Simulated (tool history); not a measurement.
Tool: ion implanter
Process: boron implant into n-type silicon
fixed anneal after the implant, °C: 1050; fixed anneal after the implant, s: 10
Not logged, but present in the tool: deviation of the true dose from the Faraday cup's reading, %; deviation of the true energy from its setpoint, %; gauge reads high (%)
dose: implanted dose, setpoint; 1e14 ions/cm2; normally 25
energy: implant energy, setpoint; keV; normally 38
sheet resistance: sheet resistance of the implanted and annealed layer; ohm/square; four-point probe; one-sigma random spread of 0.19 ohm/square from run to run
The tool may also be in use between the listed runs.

run,day,dose,energy,wafers since the last listed run,hours since the last dose calibration,hours since the extraction supply was calibrated,hours since the gauge calibration,"read-back reference wafer on the same gauge, sheet resistance",sheet resistance
1,0,25,38,0,1791.2,3442.6,772.3,42.76,47.83
2,4.221,25,38,2069,1892.5,3543.9,873.6,42.8,47.84
3,7.671,25,31,1691,1975.3,3626.7,956.4,42.82,49.29
4,12.154,25,31,2198,2082.9,3734.3,1064,42.75,49.28
5,15.071,29.39,38,1430,2152.9,3804.3,1134,42.83,42.78
6,17.8,28.4,38,1338,2218.4,3869.8,1199.5,42.77,43.68
7,19.562,28.4,38,864,2260.7,3912.1,1241.8,42.84,43.37
8,22.896,30.81,32,1634,2340.7,3992.1,1321.8,42.77,43.01
9,25.375,30.81,32,1215,2400.2,4051.6,1381.3,42.76,43.15
10,27.104,25,38,847,2441.7,4093.1,1422.8,42.75,47.35
11,29.942,25,38,1391,2509.8,4161.2,1490.9,42.8,47.22
# day 30.388: Faraday cup replaced and dose calibrated
12,32.071,25,45,880,40.4,4212.3,1542,42.79,45.12
13,35.362,17.52,38,1614,119.4,4291.3,1621,42.76,61.38
# day 37.475: gauge calibrated
14,38.688,19.5,41.5,1630,199.2,4371.1,29.1,42.8,55.21
15,42.621,22.95,26.5,1928,293.6,4465.5,123.5,42.8,52.47
# day 43.142: Faraday cup replaced and dose calibrated, repeated, since the last time left the tool worse
16,45.108,25,38,1056,47.2,4525.2,183.2,42.84,48.34
# day 45.758: extraction supply calibrated
17,49.308,21.43,26.5,1896,148,85.2,284,42.8,56.96
18,51.908,22.26,27,1275,210.4,147.6,346.4,42.82,55.15
19,54.325,22.64,50.5,1185,268.4,205.6,404.4,42.82,50.35
20,57.842,22.35,33.5,1724,352.8,290,488.8,42.79,53.3
21,60.142,18.91,51,1127,408,345.2,544,42.81,58.65
22,63.212,20.1,26,1505,481.7,418.9,617.7,42.75,59.22
23,65.95,25,38,1342,547.4,484.6,683.4,42.71,48.26
24,70.35,25,38,2157,653,590.2,789,42.83,47.98

What was the tool's hidden state at every run in the log?
deviation of the true energy from its setpoint, %: 0 on each run
gauge reads high (%): 0 on each run
H1: deviation of the true dose from the Faraday cup's reading, %
run,H1
1,2.04
2,2.25
3,2.43
4,2.68
5,2.84
6,3
7,3.11
8,3.32
9,3.48
10,3.59
11,3.78
12,6.45
13,6.46
14,6.47
15,6.5
16,0.473
17,0.484
18,0.497
19,0.512
20,0.542
21,0.565
22,0.602
23,0.64
24,0.711

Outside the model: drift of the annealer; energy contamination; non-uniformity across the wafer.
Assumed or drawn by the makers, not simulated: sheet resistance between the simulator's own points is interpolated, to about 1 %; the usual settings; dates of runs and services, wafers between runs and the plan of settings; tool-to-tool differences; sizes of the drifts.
